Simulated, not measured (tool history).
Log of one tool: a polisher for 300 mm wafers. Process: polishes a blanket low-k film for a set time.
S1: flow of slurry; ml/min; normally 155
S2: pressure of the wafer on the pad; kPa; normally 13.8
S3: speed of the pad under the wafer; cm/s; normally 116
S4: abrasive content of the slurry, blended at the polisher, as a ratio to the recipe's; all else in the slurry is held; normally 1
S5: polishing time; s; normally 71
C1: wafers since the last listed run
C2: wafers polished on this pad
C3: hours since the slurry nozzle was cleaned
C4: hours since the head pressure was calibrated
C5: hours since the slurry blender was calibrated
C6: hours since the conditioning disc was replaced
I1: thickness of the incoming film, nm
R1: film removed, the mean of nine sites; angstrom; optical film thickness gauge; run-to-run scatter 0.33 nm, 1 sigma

| run | hour | S1 | S2 | S3 | S4 | S5 | C1 | C2 | C3 | C4 | C5 | C6 | I1 | R1 |
|---|---|---|---|---|---|---|---|---|---|---|---|---|---|---|
| 1 | 0 | 155 | 13.8 | 116 | 0.9 | 71 | 0 | 2454 | 561.3 | 294 | 38.8 | 90.2 | 693.9 | 252 |
| 2 | 78.4 | 155 | 13.8 | 116 | 0.9 | 71 | 1097 | 3552 | 639.7 | 372.4 | 117.2 | 168.6 | 687.2 | 250 |
| 3 | 162.3 | 155 | 13.8 | 116 | 0.9 | 71 | 1174 | 4726 | 723.6 | 456.3 | 201.1 | 252.5 | 704.4 | 245 |
|  | 185.8 | worn pad replaced by a new one |
| 4 | 232 | 155 | 13.8 | 116 | 1 | 71 | 919 | 646 | 793.3 | 526 | 270.8 | 322.2 | 682.4 | 267 |
|  | 250.1 | slurry nozzle cleaned |
| 5 | 338 | 155 | 13.8 | 116 | 1 | 71 | 1469 | 2116 | 87.9 | 632 | 376.8 | 428.2 | 683.8 | 294 |
|  | 360.7 | conditioning disc replaced and pad reconditioned |
|  | 373.6 | slurry blender recalibrated |
| 6 | 388.2 | 155 | 13.8 | 116 | 1 | 71 | 646 | 2762 | 138.1 | 682.2 | 14.6 | 27.5 | 689.6 | 284 |
| 7 | 444.7 | 155 | 13.8 | 116 | 1 | 71 | 790 | 3553 | 194.6 | 738.7 | 71.1 | 84 | 694.8 | 284 |
| 8 | 488.3 | 155 | 13.8 | 116 | 1 | 71 | 610 | 4163 | 238.2 | 782.3 | 114.7 | 127.6 | 695.1 | 279 |
| 9 | 551.2 | 155 | 13.8 | 116 | 1 | 71 | 880 | 5044 | 301.1 | 845.2 | 177.6 | 190.5 | 688.3 | 268 |
|  | 637.7 | worn pad replaced by a new one |
| 10 | 650.6 | 155 | 13.8 | 116 | 1 | 71 | 1335 | 180 | 400.5 | 944.6 | 277 | 289.9 | 686.5 | 280 |
| 11 | 713.5 | 155 | 13.8 | 116 | 1 | 71 | 880 | 1060 | 463.4 | 1007.5 | 339.9 | 352.8 | 688.5 | 277 |
|  | 734 | conditioning disc replaced and pad reconditioned |
| 12 | 804.9 | 155 | 13.8 | 116 | 1 | 71 | 1251 | 2312 | 554.8 | 1098.9 | 431.3 | 70.9 | 680.9 | 275 |
|  | 811.1 | slurry blender recalibrated |
|  | 825.2 | head pressure recalibrated |
| 13 | 892.8 | 155 | 13.8 | 116 | 1 | 71 | 1174 | 3486 | 642.7 | 67.6 | 81.7 | 158.8 | 704.7 | 264 |
| 14 | 932.5 | 155 | 13.8 | 116 | 1 | 87 | 555 | 4042 | 682.4 | 107.3 | 121.4 | 198.5 | 690.6 | 320 |
|  | 971.1 | slurry nozzle cleaned |
| 15 | 991.3 | 135 | 17.9 | 98 | 1.3 | 71 | 809 | 4851 | 20.2 | 166.1 | 180.2 | 257.3 | 680 | 350 |
|  | 1010.6 | worn pad replaced by a new one |
| 16 | 1064.1 | 125 | 13.8 | 116 | 1 | 71 | 962 | 748 | 93 | 238.9 | 253 | 330.1 | 684.7 | 278 |
|  | 1147.4 | conditioning disc replaced and pad reconditioned |
|  | 1198.7 | slurry blender recalibrated |
| 17 | 1340.3 | 155 | 13.8 | 116 | 1.25 | 55 | 3809 | 4558 | 369.2 | 515.1 | 141.6 | 192.9 | 692.1 | 224 |
| 18 | 1396.4 | 125 | 13.8 | 116 | 1.15 | 71 | 785 | 5343 | 425.3 | 571.2 | 197.7 | 249 | 689.7 | 257 |

Run 19, settings as shown, results not yet in. Your forecast:
|  | 1422.6 | worn pad replaced by a new one |
| 19 | 1489 | 100 | 13.8 | 116 | 1 | 71 | 1240 | 929 | 517.9 | 663.8 | 290.3 | 341.6 | 691.8 | ? |

{"run 19": {"R1": 237}}
Minus the tool's unlogged condition, the same run would have read R1 279 angstrom.
